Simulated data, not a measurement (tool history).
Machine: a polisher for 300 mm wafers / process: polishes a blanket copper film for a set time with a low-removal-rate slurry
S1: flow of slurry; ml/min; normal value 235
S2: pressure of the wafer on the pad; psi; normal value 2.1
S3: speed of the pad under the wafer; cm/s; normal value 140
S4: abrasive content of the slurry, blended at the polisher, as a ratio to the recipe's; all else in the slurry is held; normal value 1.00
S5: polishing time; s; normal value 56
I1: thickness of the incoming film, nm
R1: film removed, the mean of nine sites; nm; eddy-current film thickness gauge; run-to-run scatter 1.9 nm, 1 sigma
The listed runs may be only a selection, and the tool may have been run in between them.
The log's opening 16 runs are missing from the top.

{"run": 17, "hour": 423.6, "S1": 235, "S2": 2.1, "S3": 140, "S4": 1.0, "S5": 56, "I1": 1478.3, "R1": 172.2}
{"run": 18, "hour": 441.8, "S1": 235, "S2": 1.8, "S3": 140, "S4": 1.0, "S5": 64, "I1": 1508.4, "R1": 171.5}
{"run": 19, "hour": 465.4, "S1": 235, "S2": 2.1, "S3": 140, "S4": 1.0, "S5": 56, "I1": 1484.9, "R1": 170.3}
{"hour": 476.5, "done": "slurry nozzle cleaned"}
{"run": 20, "hour": 478.0, "S1": 175, "S2": 2.1, "S3": 110, "S4": 0.85, "S5": 68, "I1": 1493.4, "R1": 144.0}
{"run": 21, "hour": 501.9, "S1": 180, "S2": 1.7, "S3": 140, "S4": 1.0, "S5": 56, "I1": 1478.2, "R1": 132.8}
{"hour": 521.5, "done": "worn pad replaced by a new one"}
{"run": 22, "hour": 522.0, "S1": 285, "S2": 2.5, "S3": 140, "S4": 1.0, "S5": 56, "I1": 1476.4, "R1": 202.5}
{"hour": 527.3, "done": "slurry blender recalibrated"}
{"run": 23, "hour": 530.9, "S1": 275, "S2": 1.5, "S3": 140, "S4": 1.1, "S5": 56, "I1": 1510.5, "R1": 138.9}
{"run": 24, "hour": 558.2, "S1": 235, "S2": 2.1, "S3": 170, "S4": 1.0, "S5": 56, "I1": 1491.8, "R1": 209.7}
{"run": 25, "hour": 588.0, "S1": 235, "S2": 2.1, "S3": 140, "S4": 1.0, "S5": 56, "I1": 1504.7, "R1": 174.6}
{"run": 26, "hour": 600.3, "S1": 235, "S2": 1.9, "S3": 140, "S4": 1.0, "S5": 66, "I1": 1499.7, "R1": 184.5}
{"run": 27, "hour": 635.6, "S1": 235, "S2": 2.1, "S3": 140, "S4": 1.0, "S5": 56, "I1": 1483.7, "R1": 167.5}
{"run": 28, "hour": 657.5, "S1": 235, "S2": 2.3, "S3": 140, "S4": 0.8, "S5": 56, "I1": 1494.4, "R1": 163.9}
{"hour": 685.5, "done": "worn pad replaced by a new one"}
{"hour": 692.4, "done": "slurry blender recalibrated"}
{"run": 29, "hour": 692.9, "S1": 235, "S2": 2.1, "S3": 104, "S4": 1.0, "S5": 64, "I1": 1504.9, "R1": 142.9}
{"run": 30, "hour": 711.5, "S1": 235, "S2": 2.1, "S3": 140, "S4": 1.0, "S5": 56, "I1": 1522.3, "R1": 171.8}

Forecast each of these 4 alternatives for the next run:
{"run": "A", "hour": 711.9, "S1": 235, "S2": 2.1, "S3": 100, "S4": 1.0, "S5": 56, "I1": 1517.9, "R1": "?"}
{"run": "B", "hour": 711.9, "S1": 235, "S2": 2.1, "S3": 116, "S4": 1.0, "S5": 56, "I1": 1517.9, "R1": "?"}
{"run": "C", "hour": 711.9, "S1": 235, "S2": 2.1, "S3": 182, "S4": 0.7, "S5": 67, "I1": 1517.9, "R1": "?"}
{"run": "D", "hour": 711.9, "S1": 285, "S2": 1.5, "S3": 140, "S4": 0.85, "S5": 39, "I1": 1517.9, "R1": "?"}

run=A R1=121.7
run=B R1=141.1
run=C R1=228.9
run=D R1=87.2
Take away the tool's hidden state, keep each run's random variation, and the runs would have read:
run=A R1=123.3
run=B R1=143.0
run=C R1=232.0
run=D R1=88.4
